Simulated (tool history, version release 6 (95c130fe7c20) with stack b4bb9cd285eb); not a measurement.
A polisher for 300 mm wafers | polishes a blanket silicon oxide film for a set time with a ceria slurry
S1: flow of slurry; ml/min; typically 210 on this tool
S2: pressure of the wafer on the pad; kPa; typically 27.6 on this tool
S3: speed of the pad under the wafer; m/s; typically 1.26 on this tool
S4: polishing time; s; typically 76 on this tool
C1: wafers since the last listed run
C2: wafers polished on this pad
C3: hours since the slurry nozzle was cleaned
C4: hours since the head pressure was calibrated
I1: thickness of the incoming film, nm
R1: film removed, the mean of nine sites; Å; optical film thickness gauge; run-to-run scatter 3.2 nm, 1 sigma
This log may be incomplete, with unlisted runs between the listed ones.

run 1 day=0.000 | S1=210 S2=27.6 S3=1.26 S4=76 | C1=0 C2=421 C3=264.9 C4=854.2 | I1=1839.7 | R1=4051
run 2 day=0.458 | S1=210 S2=27.6 S3=1.26 S4=76 | C1=65 C2=486 C3=275.9 C4=865.2 | I1=1802.0 | R1=4051
run 3 day=0.783 | S1=210 S2=27.6 S3=1.26 S4=76 | C1=46 C2=533 C3=283.7 C4=873.0 | I1=1848.8 | R1=4072
run 4 day=1.225 | S1=210 S2=27.6 S3=1.26 S4=76 | C1=63 C2=597 C3=294.3 C4=883.6 | I1=1812.3 | R1=4028
run 5 day=1.888 | S1=210 S2=27.6 S3=1.26 S4=76 | C1=95 C2=692 C3=310.2 C4=899.5 | I1=1819.1 | R1=3982
run 6 day=2.312 | S1=245 S2=27.6 S3=1.26 S4=76 | C1=61 C2=753 C3=320.4 C4=909.7 | I1=1841.3 | R1=4121
run 7 day=2.646 | S1=210 S2=27.6 S3=1.26 S4=76 | C1=47 C2=801 C3=328.4 C4=917.7 | I1=1860.2 | R1=4007
run 8 day=3.133 | S1=210 S2=33.8 S3=1.42 S4=76 | C1=70 C2=871 C3=340.1 C4=929.4 | I1=1844.7 | R1=5456
run 9 day=3.392 | S1=210 S2=27.6 S3=0.86 S4=76 | C1=37 C2=908 C3=346.3 C4=935.6 | I1=1799.1 | R1=2793
run 10 day=4.071 | S1=265 S2=20.0 S3=1.26 S4=89 | C1=97 C2=1005 C3=362.6 C4=951.9 | I1=1828.8 | R1=3552
-- day=4.521 worn pad replaced by a new one
run 11 day=4.633 | S1=265 S2=20.0 S3=1.26 S4=89 | C1=56 C2=16 C3=376.1 C4=965.4 | I1=1850.3 | R1=3776
run 12 day=5.333 | S1=210 S2=20.0 S3=1.26 S4=53 | C1=100 C2=116 C3=392.9 C4=982.2 | I1=1810.9 | R1=2172
-- day=5.929 slurry nozzle cleaned
run 13 day=5.954 | S1=210 S2=27.6 S3=1.26 S4=76 | C1=83 C2=199 C3=0.6 C4=997.1 | I1=1828.3 | R1=4236
-- day=6.700 head pressure recalibrated
run 14 day=6.721 | S1=235 S2=23.4 S3=1.38 S4=76 | C1=98 C2=298 C3=19.0 C4=0.5 | I1=1843.5 | R1=3912
run 15 day=8.808 | S1=210 S2=27.6 S3=1.26 S4=76 | C1=299 C2=598 C3=69.1 C4=50.6 | I1=1869.2 | R1=4001

State the hidden condition of the tool at each of the runs:
slurry flow missing at the pad, %: 0 in every run
deviation of the head's pressure from its setpoint, %: 0 in every run
H1: removal rate lost through wear of the pad, %
run=1 H1=5.35
run=2 H1=5.7
run=3 H1=5.92
run=4 H1=6.16
run=5 H1=6.44
run=6 H1=6.58
run=7 H1=6.67
run=8 H1=6.79
run=9 H1=6.84
run=10 H1=6.94
run=11 H1=0.539
run=12 H1=2.41
run=13 H1=3.64
run=14 H1=4.74
run=15 H1=6.36

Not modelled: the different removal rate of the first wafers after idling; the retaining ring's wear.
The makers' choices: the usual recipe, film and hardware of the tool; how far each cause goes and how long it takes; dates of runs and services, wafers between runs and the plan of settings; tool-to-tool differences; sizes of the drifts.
